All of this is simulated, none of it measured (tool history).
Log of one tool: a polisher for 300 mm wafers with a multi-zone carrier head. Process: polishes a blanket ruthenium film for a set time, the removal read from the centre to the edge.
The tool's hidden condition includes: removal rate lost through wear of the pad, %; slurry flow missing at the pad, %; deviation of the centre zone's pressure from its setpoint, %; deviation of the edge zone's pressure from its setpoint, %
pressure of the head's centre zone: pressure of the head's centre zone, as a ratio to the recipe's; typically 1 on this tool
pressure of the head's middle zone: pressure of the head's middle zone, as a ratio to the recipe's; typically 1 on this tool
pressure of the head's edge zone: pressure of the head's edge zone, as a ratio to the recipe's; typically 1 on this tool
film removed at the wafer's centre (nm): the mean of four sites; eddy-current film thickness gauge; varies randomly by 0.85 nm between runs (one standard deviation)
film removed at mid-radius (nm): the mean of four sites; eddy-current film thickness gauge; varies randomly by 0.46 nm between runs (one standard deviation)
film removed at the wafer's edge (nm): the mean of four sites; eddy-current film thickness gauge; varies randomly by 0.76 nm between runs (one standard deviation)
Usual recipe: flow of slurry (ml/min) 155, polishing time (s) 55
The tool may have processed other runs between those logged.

run,day,flow of slurry (ml/min),pressure of the head's centre zone,pressure of the head's middle zone,pressure of the head's edge zone,polishing time (s),wafers since the last listed run,wafers polished on this pad,hours since the slurry nozzle was cleaned,hours since the centre zone pressure was calibrated,hours since the edge zone pressure was calibrated,hours since the carrier head's membrane was replaced,"incoming thickness of the incoming film, nm",film removed at the wafer's centre (nm),film removed at mid-radius (nm),film removed at the wafer's edge (nm)
1,0,155,1,1,1,55,0,3,72.3,176.4,647.3,176.3,600.4,60.3,61.5,61.2
2,1.004,155,0.89,1,1,55,167,170,96.4,200.5,671.4,200.4,594.7,51.7,59.6,58.4
3,2.379,155,1,1,1.1,55,229,400,129.4,233.5,704.4,233.4,588.1,57.2,58,60.2
4,3.879,210,1.03,1,1.04,47,250,651,165.4,269.5,740.4,269.4,592.2,50.8,50.7,50.6
5,4.983,155,0.92,0.88,1,68,184,835,191.9,296,766.9,295.9,587.9,62.9,63.2,69.1
# day 5.167: slurry nozzle cleaned
6,5.662,155,1,1,1,55,106,941,11.9,312.3,783.2,312.2,596.5,55.7,56.5,56.5
7,6.904,110,1.03,1.1,1.1,55,207,1149,41.7,342.1,813,342,594.3,54.9,58.4,58.7
# day 7.358: worn pad replaced by a new one
8,7.896,155,0.94,0.91,1.06,55,137,89,65.5,365.9,836.8,365.8,578.5,55.9,55.6,62
# day 8.058: edge zone pressure recalibrated
9,8.55,155,1,1,0.92,55,95,185,81.2,381.6,11.8,381.5,598,56.8,60.4,57.3
10,9.117,155,1,0.95,0.91,71,94,279,94.8,395.2,25.4,395.1,582.9,74.5,73.9,72.5
11,10.604,205,1.09,0.95,1.09,55,248,528,130.5,430.9,61.1,430.8,589.1,64.2,56.5,61.5
12,11.275,155,1,1,1,55,112,640,146.6,447,77.2,446.9,585,55.6,56.8,57.2
13,12.283,155,1,1,1,55,168,808,170.8,471.2,101.4,471.1,591.9,55,57.7,56.9
14,13.292,155,1,1,1,55,168,977,195,495.4,125.6,495.3,592.7,55.6,56.2,55.9
# day 14.021: slurry nozzle cleaned
15,14.042,115,1,1,0.9,68,118,1095,0.5,513.4,143.6,513.3,599.4,66.6,67.3,63.6
# day 14.833: centre zone pressure recalibrated
16,15.033,155,1,1,1,55,151,1247,24.3,4.8,167.4,537.1,594.4,54.2,55.2,57.4
# day 15.483: worn pad replaced by a new one
17,16.275,120,1,1,1,55,179,131,54.1,34.6,197.2,566.9,590.4,56.3,57.7,57.9
18,16.933,125,1,1,1,55,109,241,69.9,50.4,213,582.7,586.2,56.2,56.6,56.7
19,17.875,155,0.97,1,1,55,157,399,92.5,73,235.6,605.3,586,54.7,57.7,56.7
20,18.383,155,0.9,1,1,55,84,483,104.7,85.2,247.8,617.5,587.1,50.3,57,57.4
21,19.062,130,0.93,1.1,1.04,55,113,597,121,101.5,264.1,633.8,590.8,49.9,60.3,56.3

Hidden state at the last listed run before each entry between runs and at the first one after, where it differs:
Between runs 5 and 6: slurry nozzle cleaned (day 5.167)
  removal rate lost through wear of the pad, %: 8.17 -> 8.53
  difference, measured minus the result without the unlogged condition, film removed at the wafer's centre (nm): -5.6 -> -5.1; film removed at mid-radius (nm): -5.7 -> -5.2; film removed at the wafer's edge (nm): -6.2 -> -5.2
Between runs 7 and 8: worn pad replaced by a new one (day 7.358)
  removal rate lost through wear of the pad, %: 9 -> 1.87
  difference, measured minus the result without the unlogged condition, film removed at the wafer's centre (nm): -5.4 -> -1.1; film removed at mid-radius (nm): -5.8 -> -1.1; film removed at the wafer's edge (nm): -5.8 -> -1.2
Between runs 8 and 9: edge zone pressure recalibrated (day 8.058)
  removal rate lost through wear of the pad, %: 1.87 -> 3.49
  difference, measured minus the result without the unlogged condition, film removed at the wafer's centre (nm): -1.1 -> -2.1; film removed at mid-radius (nm): -1.1 -> -2.2; film removed at the wafer's edge (nm): -1.2 -> -2.1
Between runs 14 and 15: slurry nozzle cleaned (day 14.021)
  removal rate lost through wear of the pad, %: 8.65 -> 8.94
  difference, measured minus the result without the unlogged condition, film removed at the wafer's centre (nm): -5.3 -> -6.5; film removed at mid-radius (nm): -5.3 -> -6.6; film removed at the wafer's edge (nm): -5.3 -> -6.2
Between runs 15 and 16: centre zone pressure recalibrated (day 14.833)
  removal rate lost through wear of the pad, %: 8.94 -> 9.21
  difference, measured minus the result without the unlogged condition, film removed at the wafer's centre (nm): -6.5 -> -5.5; film removed at mid-radius (nm): -6.6 -> -5.7; film removed at the wafer's edge (nm): -6.2 -> -5.8
Between runs 16 and 17: worn pad replaced by a new one (day 15.483)
  removal rate lost through wear of the pad, %: 9.21 -> 3.86
  difference, measured minus the result without the unlogged condition, film removed at the wafer's centre (nm): -5.5 -> -2.3; film removed at mid-radius (nm): -5.7 -> -2.3; film removed at the wafer's edge (nm): -5.8 -> -2.4

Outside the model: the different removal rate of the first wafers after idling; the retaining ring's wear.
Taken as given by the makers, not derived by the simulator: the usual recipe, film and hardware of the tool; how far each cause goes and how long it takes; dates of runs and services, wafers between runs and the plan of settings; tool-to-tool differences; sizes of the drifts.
